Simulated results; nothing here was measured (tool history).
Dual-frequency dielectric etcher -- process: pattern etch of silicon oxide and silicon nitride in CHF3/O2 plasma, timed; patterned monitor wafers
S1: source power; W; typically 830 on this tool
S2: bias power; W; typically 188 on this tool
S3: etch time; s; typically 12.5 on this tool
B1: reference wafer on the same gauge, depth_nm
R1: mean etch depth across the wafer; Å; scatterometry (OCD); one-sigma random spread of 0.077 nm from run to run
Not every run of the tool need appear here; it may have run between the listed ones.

| run | day | S1 | S2 | S3 | B1 | R1 |
|---|---|---|---|---|---|---|
| 1 | 0 | 830 | 188 | 12.5 | 20 | 222.7 |
| 2 | 1.333 | 970 | 188 | 12.5 | 19.99 | 232.5 |
| 3 | 2.704 | 830 | 188 | 12.5 | 20.01 | 222.2 |
| 4 | 5.025 | 830 | 188 | 15 | 19.98 | 265.1 |
| 5 | 6.1 | 830 | 188 | 15 | 19.98 | 265.2 |
| 6 | 7.342 | 830 | 188 | 12.5 | 19.99 | 220 |
| 7 | 8.388 | 830 | 188 | 12.5 | 20 | 218.4 |
| 8 | 9.129 | 830 | 178 | 15 | 19.99 | 257.6 |
|  | 10.067 | source power generator calibrated |
| 9 | 10.083 | 830 | 188 | 12.5 | 20 | 218.2 |
| 10 | 11 | 830 | 188 | 12.5 | 20.01 | 218.4 |
|  | 13.342 | gauge calibrated |
| 11 | 13.946 | 770 | 188 | 12.5 | 20.01 | 212.5 |
|  | 15.292 | upper electrode replaced |
| 12 | 15.317 | 1000 | 219 | 12.5 | 19.97 | 240.9 |
| 13 | 15.958 | 900 | 161 | 12.5 | 20 | 210.9 |
| 14 | 16.812 | 830 | 188 | 12.5 | 19.98 | 216.6 |
|  | 18.662 | wet clean of the chamber |
| 15 | 21.217 | 980 | 188 | 10 | 20.01 | 186.8 |
| 16 | 21.942 | 830 | 188 | 12.5 | 20.01 | 221.4 |
|  | 22.662 | bias power generator calibrated |
| 17 | 22.954 | 630 | 206 | 11.5 | 20 | 193.2 |
| 18 | 24.025 | 830 | 188 | 9.5 | 19.98 | 167.6 |
| 19 | 26.825 | 830 | 188 | 16 | 20.03 | 280.8 |
| 20 | 28.008 | 830 | 222 | 14 | 20.01 | 259.4 |
| 21 | 28.942 | 830 | 233 | 15 | 19.99 | 281.5 |

List, for all runs, the conditions of the tool that the log does not record:
source power that arrives over what is set, %: 0 on each run
bias power that arrives over what is set, %: 0 on each run
gauge reads high (%): 0 on each run
H1: etch rate over this chamber's usual, %
| run | H1 |
|---|---|
| 1 | -0.385 |
| 2 | -0.613 |
| 3 | -0.848 |
| 4 | -1.25 |
| 5 | -1.43 |
| 6 | -1.64 |
| 7 | -1.82 |
| 8 | -1.95 |
| 9 | -2.11 |
| 10 | -2.27 |
| 11 | -2.77 |
| 12 | -3.01 |
| 13 | -3.12 |
| 14 | -3.26 |
| 15 | -0.759 |
| 16 | -0.883 |
| 17 | -1.06 |
| 18 | -1.24 |
| 19 | -1.72 |
| 20 | -1.92 |
| 21 | -2.08 |
